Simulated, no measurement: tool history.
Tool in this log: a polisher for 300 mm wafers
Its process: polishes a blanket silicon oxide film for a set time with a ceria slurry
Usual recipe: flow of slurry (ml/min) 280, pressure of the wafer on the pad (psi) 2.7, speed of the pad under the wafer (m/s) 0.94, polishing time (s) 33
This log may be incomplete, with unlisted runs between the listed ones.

| run | hour | flow of slurry (ml/min) | pressure of the wafer on the pad (psi) | speed of the pad under the wafer (m/s) | polishing time (s) | incoming thickness of the incoming film, nm | film removed (angstrom) |
|---|---|---|---|---|---|---|---|
| 1 | 0 | 280 | 2.7 | 0.94 | 39 | 1433.3 | 1522 |
|  | 8.5 | slurry nozzle cleaned |
| 2 | 25.1 | 280 | 2.7 | 0.94 | 39 | 1418.1 | 1565 |
|  | 41.8 | worn pad replaced by a new one |
| 3 | 60.8 | 280 | 2.7 | 0.94 | 33 | 1415.6 | 1318 |
| 4 | 78.5 | 280 | 2.7 | 0.94 | 33 | 1422.1 | 1334 |
| 5 | 104.9 | 280 | 2.7 | 0.94 | 33 | 1455 | 1306 |
| 6 | 136.9 | 280 | 2.7 | 0.94 | 33 | 1415.9 | 1318 |
| 7 | 162.3 | 280 | 2.7 | 0.94 | 33 | 1431.6 | 1294 |
|  | 173.7 | worn pad replaced by a new one, of another model than before |
| 8 | 179.2 | 280 | 2.7 | 0.94 | 33 | 1435.1 | 1316 |
| 9 | 195.8 | 280 | 2.7 | 0.94 | 33 | 1431.2 | 1330 |
| 10 | 221.8 | 280 | 2.7 | 0.94 | 33 | 1449.8 | 1290 |
| 11 | 250.5 | 280 | 2.7 | 0.94 | 33 | 1444.8 | 1316 |
|  | 255.1 | head pressure recalibrated |
| 12 | 265.9 | 280 | 2.7 | 0.94 | 33 | 1416.7 | 1309 |
| 13 | 278.5 | 250 | 2.7 | 0.94 | 33 | 1426.5 | 1298 |
| 14 | 293.8 | 250 | 2.7 | 0.94 | 33 | 1433.4 | 1294 |
| 15 | 326.5 | 205 | 2.7 | 0.94 | 28 | 1423.4 | 1091 |
|  | 338.8 | worn pad replaced by a new one |
| 16 | 344.6 | 375 | 1.9 | 0.76 | 33 | 1437.1 | 866 |
| 17 | 373.5 | 370 | 3.5 | 0.72 | 36 | 1438.5 | 1347 |
| 18 | 390.1 | 280 | 2.7 | 0.94 | 33 | 1454.9 | 1280 |
|  | 442 | slurry nozzle cleaned |
| 19 | 474.6 | 280 | 2.7 | 0.94 | 33 | 1431 | 1340 |
| 20 | 494.2 | 340 | 2.7 | 0.94 | 33 | 1423.6 | 1323 |
|  | 505.5 | worn pad replaced by a new one |
| 21 | 516.4 | 280 | 2.7 | 0.94 | 33 | 1435.2 | 1312 |
| 22 | 536.6 | 280 | 2.7 | 0.94 | 33 | 1421.6 | 1326 |
| 23 | 566.8 | 280 | 2.7 | 1.18 | 33 | 1445.9 | 1667 |
| 24 | 590.6 | 280 | 2.7 | 0.94 | 33 | 1425 | 1340 |
| 25 | 608.8 | 250 | 1.9 | 0.78 | 40 | 1428.3 | 1027 |
| 26 | 635.5 | 280 | 3.5 | 0.94 | 37 | 1440.2 | 1747 |
|  | 668.2 | worn pad replaced by a new one |
| 27 | 668.7 | 190 | 2.7 | 0.78 | 33 | 1430.5 | 1034 |
| 28 | 697.1 | 220 | 3.2 | 0.94 | 33 | 1433.3 | 1449 |
| 29 | 732.3 | 215 | 3.2 | 0.7 | 43 | 1419.4 | 1380 |

Below are 4 alternative next runs, each starting from the tool's condition after run 29. Predict each:
| A | 732.7 | 280 | 2.7 | 0.94 | 23 | 1460.9 | ? |
| B | 732.7 | 280 | 2.7 | 0.66 | 25 | 1460.9 | ? |
| C | 732.7 | 280 | 2.3 | 0.94 | 37 | 1460.9 | ? |
| D | 732.7 | 280 | 2.7 | 1.2 | 41 | 1460.9 | ? |

| run | film removed (angstrom) |
|---|---|
| A | 883 |
| B | 674 |
| C | 1278 |
| D | 2009 |
Without the tool's hidden state the same runs would have given:
| run | film removed (angstrom) |
|---|---|
| A | 916 |
| B | 699 |
| C | 1326 |
| D | 2085 |
